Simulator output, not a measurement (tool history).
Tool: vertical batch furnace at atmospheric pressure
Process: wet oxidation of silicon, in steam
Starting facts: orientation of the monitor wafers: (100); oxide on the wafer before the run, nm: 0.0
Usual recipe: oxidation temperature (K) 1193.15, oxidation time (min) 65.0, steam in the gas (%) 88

| run | hour | oxidation temperature (K) | oxidation time (min) | steam in the gas (%) | read-back reference wafer on the same gauge, thickness | oxide thickness on the monitor wafer (nm) |
|---|---|---|---|---|---|---|
| 1 | 0.0 | 1193.15 | 65.0 | 97 | 208.82 | 225.20 |
| 2 | 12.8 | 1193.15 | 65.0 | 97 | 209.07 | 225.86 |
| 3 | 29.5 | 1193.15 | 65.0 | 97 | 209.01 | 224.26 |
| 4 | 52.5 | 1193.15 | 41.5 | 88 | 208.83 | 141.09 |
| 5 | 87.3 | 1193.15 | 41.5 | 88 | 209.05 | 140.26 |
| 6 | 177.5 | 1193.15 | 41.5 | 88 | 208.97 | 141.51 |
| 7 | 194.1 | 1193.15 | 65.0 | 88 | 209.03 | 207.32 |
| 8 | 218.8 | 1193.15 | 65.0 | 88 | 208.96 | 207.23 |
|  | 248.3 | steam generator serviced |
| 9 | 248.8 | 1193.15 | 65.0 | 88 | 209.11 | 207.43 |
| 10 | 272.7 | 1193.15 | 65.0 | 88 | 208.99 | 207.50 |
| 11 | 292.9 | 1193.15 | 65.0 | 97 | 209.01 | 225.89 |
|  | 332.2 | thermocouples replaced and temperature profile calibrated |
| 12 | 332.7 | 1193.15 | 65.0 | 79 | 209.05 | 178.28 |

Expected results for the next run?
| 13 | 337.0 | 1204.15 | 65.0 | 97 | ? | ? |

{"run 13": {"read-back reference wafer on the same gauge, thickness": 209.05, "oxide thickness on the monitor wafer (nm)": 238.87}}
The same run, on a tool lacking any hidden state, would have yielded oxide thickness on the monitor wafer (nm) 238.66.
